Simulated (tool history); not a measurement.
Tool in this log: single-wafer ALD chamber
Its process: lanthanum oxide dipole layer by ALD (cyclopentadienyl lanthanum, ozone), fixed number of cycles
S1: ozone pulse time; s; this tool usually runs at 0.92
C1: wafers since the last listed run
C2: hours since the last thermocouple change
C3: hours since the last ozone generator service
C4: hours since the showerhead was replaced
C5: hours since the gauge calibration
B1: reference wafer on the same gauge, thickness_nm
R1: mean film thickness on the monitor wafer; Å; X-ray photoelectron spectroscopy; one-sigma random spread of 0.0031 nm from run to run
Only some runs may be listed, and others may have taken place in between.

run   hour    S1    C1      C2      C3      C4     C5     B1    R1
  1    0.0  1.05     0  1278.8   952.7  3735.7   97.1  0.594  5.38
  2   31.1  0.92   469  1309.9   983.8  3766.8  128.2  0.594  5.07
  3   51.8  0.92   312  1330.6  1004.5  3787.5  148.9  0.595  5.09
  4   79.8  1.18   422  1358.6  1032.5  3815.5  176.9  0.596  5.56
  5  107.7  0.77   421  1386.5  1060.4  3843.4  204.8  0.595  4.57
  6  135.5  0.77   419  1414.3  1088.2  3871.2  232.6  0.594  4.57
  7  167.2  0.92   478  1446.0  1119.9  3902.9  264.3  0.594  4.97
  8  187.1  0.92   300  1465.9  1139.8  3922.8  284.2  0.596  4.99
     225.4  -- ozone generator serviced
     250.4  -- showerhead replaced
  9  283.8  0.71  1218  1562.6    58.4    33.4  380.9  0.595  4.65
 10  318.3  0.71   520  1597.1    92.9    67.9  415.4  0.595  4.65
 11  338.9  0.71   310  1617.7   113.5    88.5  436.0  0.596  4.66
 12  363.4  0.83   369  1642.2   138.0   113.0  460.5  0.594  5.12
 13  380.1  0.83   252  1658.9   154.7   129.7  477.2  0.595  5.11
 14  410.5  0.65   458  1689.3   185.1   160.1  507.6  0.594  4.45
 15  439.7  0.56   440  1718.5   214.3   189.3  536.8  0.596  3.98
 16  466.8  0.92   409  1745.6   241.4   216.4  563.9  0.596  5.29
 17  484.3  1.16   264  1763.1   258.9   233.9  581.4  0.595  5.70
 18  502.0  0.63   267  1780.8   276.6   251.6  599.1  0.596  4.35
 19  527.9  0.59   390  1806.7   302.5   277.5  625.0  0.594  4.12
 20  544.7  1.09   253  1823.5   319.3   294.3  641.8  0.594  5.61
 21  560.6  0.70   240  1839.4   335.2   310.2  657.7  0.596  4.59
     572.9  -- gauge calibrated
 22  580.9  0.92   306  1859.7   355.5   330.5    8.0  0.595  5.28
 23  605.8  0.92   375  1884.6   380.4   355.4   32.9  0.596  5.27
 24  637.6  0.64   480  1916.4   412.2   387.2   64.7  0.595  4.34
 25  655.1  1.12   264  1933.9   429.7   404.7   82.2  0.595  5.66
     681.0  -- thermocouple changed; heater temperature recalibrated
 26  688.6  0.92   384     7.6   463.2   438.2  115.7  0.595  5.33
 27  701.3  0.79   191    20.3   475.9   450.9  128.4  0.593  4.91
 28  722.0  0.81   312    41.0   496.6   471.6  149.1  0.595  4.92
 29  757.6  0.92   537    76.6   532.2   507.2  184.7  0.594  5.25
 30  791.4  0.69   510   110.4   566.0   541.0  218.5  0.594  4.52
 31  822.6  1.02   470   141.6   597.2   572.2  249.7  0.594  5.48
 32  840.6  0.92   271   159.6   615.2   590.2  267.7  0.595  5.23
 33  876.4  0.92   540   195.4   651.0   626.0  303.5  0.596  5.27
 34  900.8  1.26   368   219.8   675.4   650.4  327.9  0.595  5.78

Take each entry between the runs: how does the hidden state at the last listed run before it differ from the hidden state at the first listed run after it?
Logged between run 8 and run 9: ozone generator serviced (hour 225.4); showerhead replaced (hour 250.4)
  ozone dose above that of a generator just serviced (%): -12 -> -0.177
  the result without the hidden state subtracted from the measured one, R1: -0.29 -> +0.00 Å
Logged between run 21 and run 22: gauge calibrated (hour 572.9)
  ozone dose above that of a generator just serviced (%): -1.03 -> -1.14
  the result without the hidden state subtracted from the measured one, R1: -0.03 -> -0.03 Å
Logged between run 25 and run 26: thermocouple changed; heater temperature recalibrated (hour 681.0)
  ozone dose above that of a generator just serviced (%): -1.6 -> -1.83
  the result without the hidden state subtracted from the measured one, R1: -0.02 -> -0.04 Å
